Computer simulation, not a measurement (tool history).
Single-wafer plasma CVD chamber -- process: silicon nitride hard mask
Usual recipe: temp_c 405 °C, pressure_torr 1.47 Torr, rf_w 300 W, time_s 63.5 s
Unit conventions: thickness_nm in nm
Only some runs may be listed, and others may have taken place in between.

run   hour  temp_c  pressure_torr  rf_w  time_s  read-back reference wafer on the same gauge, thickness_nm  thickness_nm
  1      0     401           1.47   300    63.5                                                     68.874        72.775
  2   12.7     405           1.47   300    63.5                                                     68.881        73.148
  3   27.3     405           1.47   300    63.5                                                     68.955        73.468
  4   36.4     405           1.47   300    63.5                                                     68.826        73.421
  5   52.3     405           1.47   340    63.5                                                     68.946        78.899
        66  -- showerhead replaced
  6   98.7     405           1.47   340    63.5                                                     68.885        78.942
  7  107.8     405           1.47   340    63.5                                                     68.889        79.629
  8  125.2     405            1.7   300    63.5                                                     68.989        77.857
  9  142.1     405            1.7   300    63.5                                                     68.861        77.512
 10  150.8     405            1.7   300    63.5                                                     68.861        77.245
 11  163.1     405           1.47   300    63.5                                                     68.951        73.715
     177.9  -- thermocouple changed; heater temperature recalibrated
 12  179.7     399           1.34   355    63.5                                                     68.942        78.757
 13  193.2     392           1.47   300    63.5                                                     68.926        73.793
 14    209     411           1.47   315    52.1                                                     68.883        61.524
       217  -- gauge calibrated
     240.9  -- RF generator calibrated
 15  241.4     405            1.7   300    63.5                                                      68.85        77.362
 16  251.2     410           1.11   265    73.5                                                     68.929        69.855
 17  262.7     411           1.47   300      56                                                     68.936        64.602
 18  279.7     416           1.47   300    63.5                                                     68.919        73.535
     293.6  -- capacitance manometer re-zeroed and calibrated
 19  294.1     405           1.79   270    66.8                                                     68.874         76.76
 20  300.2     410           1.17   270    74.6                                                     68.897        73.735
 21  316.9     405           1.22   300    63.5                                                     68.859         68.33
 22  330.8     396           1.74   330    74.4                                                     68.891        97.135
 23  343.9     410           1.47   275    63.5                                                      68.94        69.527
 24  351.6     411           1.26   300    51.9                                                     68.885        56.561
 25  367.2     399           1.47   300    73.5                                                      68.86        85.813
 26  376.7     405           1.58   300    71.7                                                     68.923        84.765
 27  391.4     399           1.21   260    53.5                                                     68.972        52.746
 28  402.1     405           1.47   345    63.5                                                     68.867        80.112
 29  408.3     405           1.47   300    63.5                                                      68.88        73.544

4 options for the next run, each taken on its own from the tool as it stands now. Forecast them:
  A  408.7     405           1.47   300    63.5                                                          ?             ?
  B  408.7     410           1.47   300    57.8                                                          ?             ?
  C  408.7     410           1.47   300      71                                                          ?             ?
  D  408.7     399           1.47   300    53.2                                                          ?             ?

run  read-back reference wafer on the same gauge, thickness_nm  thickness_nm
  A                                                     68.828        74.321
  B                                                     68.828        67.494
  C                                                     68.828        82.881
  D                                                     68.828        62.469
Without the tool's unlogged condition, the same runs would have read:
run  thickness_nm
  A        74.321
  B        67.494
  C        82.881
  D        62.469

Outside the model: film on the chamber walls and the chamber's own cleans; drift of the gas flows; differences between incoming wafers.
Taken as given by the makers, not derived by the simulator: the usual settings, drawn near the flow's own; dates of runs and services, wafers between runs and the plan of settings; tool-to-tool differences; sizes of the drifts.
